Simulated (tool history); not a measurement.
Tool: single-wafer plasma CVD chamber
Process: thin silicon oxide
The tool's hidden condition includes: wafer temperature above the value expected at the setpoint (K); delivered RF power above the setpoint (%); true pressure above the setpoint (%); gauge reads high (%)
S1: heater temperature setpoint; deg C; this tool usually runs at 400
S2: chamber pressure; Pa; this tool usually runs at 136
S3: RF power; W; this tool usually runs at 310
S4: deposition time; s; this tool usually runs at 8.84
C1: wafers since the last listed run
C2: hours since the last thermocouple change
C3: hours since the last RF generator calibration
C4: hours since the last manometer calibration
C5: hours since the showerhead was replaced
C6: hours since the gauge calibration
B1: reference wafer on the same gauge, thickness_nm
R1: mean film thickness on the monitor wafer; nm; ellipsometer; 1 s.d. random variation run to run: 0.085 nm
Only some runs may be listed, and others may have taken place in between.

run     day   S1   S2   S3     S4    C1      C2      C3      C4      C5     C6      B1      R1
  1       0  400  136  360   8.84     0  1286.6  1490.5  1667.4  7547.4  382.9  23.493  19.783
  2   0.954  400  136  360   8.84   604  1309.5  1513.4  1690.3  7570.3  405.8  23.494  19.801
  3   1.554  400  136  360   8.84   380  1323.9  1527.8  1704.7  7584.7  420.2  23.493  19.861
  4   2.329  400  136  310   8.84   491  1342.5  1546.4  1723.3  7603.3  438.8  23.501  18.252
  5   2.842  400  136  310   8.84   324  1354.8  1558.7  1735.6  7615.6  451.1  23.505  18.295
  6   4.192  400  136  310   8.84   855  1387.2  1591.1    1768    7648  483.5  23.495  18.262
  7   4.758  400  136  310   8.84   359  1400.8  1604.7  1781.6  7661.6  497.1  23.495  18.156
  8   6.175  389  136  310   8.84   898  1434.8  1638.7  1815.6  7695.6  531.1  23.474   18.28
  9   6.921  389  136  310   8.84   472  1452.7  1656.6  1833.5  7713.5    549  23.496  18.451
      7.075  -- gauge calibrated
 10   8.571  400  136  310   8.84  1045  1492.3  1696.2  1873.1  7753.1   35.9  23.514  18.327
      9.083  -- thermocouple changed; heater temperature recalibrated
 11   9.775  400  136  310   8.84   552    16.6  1725.1    1902    7782   64.8  23.506    18.2
       10.4  -- showerhead replaced
     10.858  -- RF generator calibrated
 12  11.267  400  136  310   8.84   522    52.4     9.8  1937.8    20.8  100.6  23.499  18.098
 13  12.138  411  136  350   8.84   552    73.3    30.7  1958.7    41.7  121.5  23.507   19.28
 14  13.571  400  136  310   9.71   908   107.7    65.1  1993.1    76.1  155.9  23.491  20.071
 15  14.371  389  163  365   8.84   507   126.9    84.3  2012.3    95.3  175.1  23.509  24.129
 16  15.325  387  136  330  10.11   604   149.8   107.2  2035.2   118.2    198  23.496  21.807
 17  16.088  400  136  355   9.55   483   168.1   125.5  2053.5   136.5  216.3  23.487  21.109
     16.875  -- capacitance manometer re-zeroed and calibrated
 18  17.092  408  136  310   9.56   425   192.2   149.6     5.2   160.6  240.4   23.48  21.895
 19      18  400  136  310   8.84   575     214   171.4      27   182.4  262.2  23.495  20.213
 20  19.021  410  164  365   8.25   647   238.5   195.9    51.5   206.9  286.7  23.496  23.878
 21  19.792  400  117  310   8.84   488     257   214.4      70   225.4  305.2  23.492  16.852
 22  21.196  400  136  310   8.84   890   290.7   248.1   103.7   259.1  338.9  23.503  20.056
 23  22.388  400  136  310   8.84   755   319.3   276.7   132.3   287.7  367.5  23.505  19.969

Below are 5 alternative next runs, each starting from the tool's condition after run 23. Predict each:
  A  22.404  400  152  310  8.84  10  319.7  277.1  132.7  288.1  367.9   ?   ?
  B  22.404  400  136  365  9.65  10  319.7  277.1  132.7  288.1  367.9   ?   ?
  C  22.404  410  117  285  8.84  10  319.7  277.1  132.7  288.1  367.9   ?   ?
  D  22.404  389  136  345  7.52  10  319.7  277.1  132.7  288.1  367.9   ?   ?
  E  22.404  387  136  310  8.84  10  319.7  277.1  132.7  288.1  367.9   ?   ?

run      B1      R1
  A  23.503  22.304
  B  23.503  23.923
  C  23.503  15.668
  D  23.503   18.29
  E  23.503   20.27
The same runs, with their run-to-run variation unchanged, on a tool lacking any hidden condition would have given:
run      R1
  A  22.641
  B  24.284
  C  16.007
  D  18.566
  E  20.577

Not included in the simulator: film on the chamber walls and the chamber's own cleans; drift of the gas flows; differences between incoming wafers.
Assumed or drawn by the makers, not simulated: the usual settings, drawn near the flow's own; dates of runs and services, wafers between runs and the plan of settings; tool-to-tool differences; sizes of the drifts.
